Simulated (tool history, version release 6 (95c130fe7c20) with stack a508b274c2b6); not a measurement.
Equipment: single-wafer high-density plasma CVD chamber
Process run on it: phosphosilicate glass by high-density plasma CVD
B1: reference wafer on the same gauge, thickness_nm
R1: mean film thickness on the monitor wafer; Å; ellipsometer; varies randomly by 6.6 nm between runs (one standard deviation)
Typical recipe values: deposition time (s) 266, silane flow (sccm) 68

{"run": 1, "hour": 0.0, "deposition time (s)": 288, "silane flow (sccm)": 68, "B1": 2009.511, "R1": 21289.72}
{"run": 2, "hour": 217.7, "deposition time (s)": 288, "silane flow (sccm)": 68, "B1": 2009.065, "R1": 21209.66}
{"run": 3, "hour": 274.7, "deposition time (s)": 266, "silane flow (sccm)": 74, "B1": 2008.78, "R1": 21207.22}
{"run": 4, "hour": 350.7, "deposition time (s)": 239, "silane flow (sccm)": 68, "B1": 2010.134, "R1": 17634.27}
{"run": 5, "hour": 399.0, "deposition time (s)": 239, "silane flow (sccm)": 68, "B1": 2010.324, "R1": 17700.12}
{"run": 6, "hour": 459.3, "deposition time (s)": 239, "silane flow (sccm)": 68, "B1": 2009.814, "R1": 17691.26}
{"run": 7, "hour": 506.8, "deposition time (s)": 266, "silane flow (sccm)": 68, "B1": 2009.996, "R1": 19691.55}
{"run": 8, "hour": 606.7, "deposition time (s)": 266, "silane flow (sccm)": 59, "B1": 2008.095, "R1": 17494.12}
{"run": 9, "hour": 646.5, "deposition time (s)": 266, "silane flow (sccm)": 59, "B1": 2010.088, "R1": 17418.09}
{"run": 10, "hour": 714.0, "deposition time (s)": 266, "silane flow (sccm)": 59, "B1": 2012.599, "R1": 17424.51}
{"run": 11, "hour": 800.9, "deposition time (s)": 266, "silane flow (sccm)": 68, "B1": 2011.342, "R1": 19659.4}
{"run": 12, "hour": 1047.0, "deposition time (s)": 266, "silane flow (sccm)": 68, "B1": 2010.103, "R1": 19726.59}
{"hour": 1348.1, "done": "silane flow controller replaced"}
{"run": 13, "hour": 1357.7, "deposition time (s)": 266, "silane flow (sccm)": 68, "B1": 2011.186, "R1": 19360.18}
{"run": 14, "hour": 1405.9, "deposition time (s)": 266, "silane flow (sccm)": 68, "B1": 2009.63, "R1": 19243.48}
{"run": 15, "hour": 1503.6, "deposition time (s)": 266, "silane flow (sccm)": 68, "B1": 2010.238, "R1": 19328.63}
{"run": 16, "hour": 1605.2, "deposition time (s)": 266, "silane flow (sccm)": 68, "B1": 2008.499, "R1": 19423.69}
{"run": 17, "hour": 1686.5, "deposition time (s)": 266, "silane flow (sccm)": 68, "B1": 2013.073, "R1": 19344.18}
{"run": 18, "hour": 1730.3, "deposition time (s)": 286, "silane flow (sccm)": 60, "B1": 2009.665, "R1": 18703.38}
{"run": 19, "hour": 1815.0, "deposition time (s)": 286, "silane flow (sccm)": 60, "B1": 2009.898, "R1": 18855.16}
{"run": 20, "hour": 1888.5, "deposition time (s)": 286, "silane flow (sccm)": 60, "B1": 2009.686, "R1": 18680.84}
{"run": 21, "hour": 1979.8, "deposition time (s)": 266, "silane flow (sccm)": 68, "B1": 2009.051, "R1": 19592.69}
{"run": 22, "hour": 2019.0, "deposition time (s)": 266, "silane flow (sccm)": 68, "B1": 2010.002, "R1": 19656.72}
{"run": 23, "hour": 2084.8, "deposition time (s)": 266, "silane flow (sccm)": 72, "B1": 2009.622, "R1": 20362.72}
{"run": 24, "hour": 2188.2, "deposition time (s)": 266, "silane flow (sccm)": 57, "B1": 2010.148, "R1": 16759.1}
{"run": 25, "hour": 2257.3, "deposition time (s)": 241, "silane flow (sccm)": 64, "B1": 2009.651, "R1": 16850.22}
{"hour": 2300.1, "done": "gauge calibrated"}
{"run": 26, "hour": 2338.5, "deposition time (s)": 266, "silane flow (sccm)": 68, "B1": 2009.908, "R1": 19486}
{"run": 27, "hour": 2397.2, "deposition time (s)": 241, "silane flow (sccm)": 59, "B1": 2011.518, "R1": 15676.27}
{"run": 28, "hour": 2473.4, "deposition time (s)": 266, "silane flow (sccm)": 68, "B1": 2008.82, "R1": 19595.6}
{"run": 29, "hour": 2545.4, "deposition time (s)": 266, "silane flow (sccm)": 68, "B1": 2009.672, "R1": 19609.68}
{"run": 30, "hour": 2832.9, "deposition time (s)": 266, "silane flow (sccm)": 68, "B1": 2009.284, "R1": 19643.1}
{"run": 31, "hour": 3147.0, "deposition time (s)": 287, "silane flow (sccm)": 57, "B1": 2009.724, "R1": 18260.79}
{"run": 32, "hour": 3248.2, "deposition time (s)": 266, "silane flow (sccm)": 81, "B1": 2008.946, "R1": 22828.2}
{"run": 33, "hour": 3339.1, "deposition time (s)": 233, "silane flow (sccm)": 63, "B1": 2012.291, "R1": 16195.25}
{"run": 34, "hour": 3385.1, "deposition time (s)": 235, "silane flow (sccm)": 61, "B1": 2011.236, "R1": 15811.25}
{"run": 35, "hour": 3464.9, "deposition time (s)": 266, "silane flow (sccm)": 68, "B1": 2010.304, "R1": 19713.89}
{"run": 36, "hour": 3517.5, "deposition time (s)": 233, "silane flow (sccm)": 63, "B1": 2010.359, "R1": 16173.15}
{"run": 37, "hour": 3582.9, "deposition time (s)": 240, "silane flow (sccm)": 57, "B1": 2010.755, "R1": 15328.93}
{"run": 38, "hour": 3656.3, "deposition time (s)": 266, "silane flow (sccm)": 68, "B1": 2010.932, "R1": 19727.17}
{"run": 39, "hour": 3742.8, "deposition time (s)": 284, "silane flow (sccm)": 60, "B1": 2012.121, "R1": 19053.84}
{"run": 40, "hour": 3839.8, "deposition time (s)": 286, "silane flow (sccm)": 81, "B1": 2007.833, "R1": 24752.96}
{"run": 41, "hour": 3883.7, "deposition time (s)": 247, "silane flow (sccm)": 60, "B1": 2011.922, "R1": 16528.43}
{"run": 42, "hour": 3985.0, "deposition time (s)": 266, "silane flow (sccm)": 68, "B1": 2010.588, "R1": 19691.54}
{"run": 43, "hour": 4026.2, "deposition time (s)": 281, "silane flow (sccm)": 75, "B1": 2010.721, "R1": 22746.53}
{"run": 44, "hour": 4072.7, "deposition time (s)": 246, "silane flow (sccm)": 75, "B1": 2010.914, "R1": 19849.33}
{"run": 45, "hour": 4126.6, "deposition time (s)": 219, "silane flow (sccm)": 80, "B1": 2008.595, "R1": 18883.75}
{"run": 46, "hour": 4198.3, "deposition time (s)": 266, "silane flow (sccm)": 68, "B1": 2009.182, "R1": 19722.81}
{"run": 47, "hour": 4256.3, "deposition time (s)": 233, "silane flow (sccm)": 63, "B1": 2009.525, "R1": 16204.12}

Forecast each of these 3 alternatives for the next run:
{"run": "A", "hour": 4256.8, "deposition time (s)": 266, "silane flow (sccm)": 68, "B1": "?", "R1": "?"}
{"run": "B", "hour": 4256.8, "deposition time (s)": 280, "silane flow (sccm)": 73, "B1": "?", "R1": "?"}
{"run": "C", "hour": 4256.8, "deposition time (s)": 235, "silane flow (sccm)": 60, "B1": "?", "R1": "?"}

run=A B1=2009.187 R1=19806.55
run=B B1=2009.187 R1=22178.61
run=C B1=2009.187 R1=15712.78
The same runs, with their run-to-run variation unchanged, on a tool lacking any hidden condition would have given:
run=A R1=19296.41
run=B R1=21607.38
run=C R1=15308.08

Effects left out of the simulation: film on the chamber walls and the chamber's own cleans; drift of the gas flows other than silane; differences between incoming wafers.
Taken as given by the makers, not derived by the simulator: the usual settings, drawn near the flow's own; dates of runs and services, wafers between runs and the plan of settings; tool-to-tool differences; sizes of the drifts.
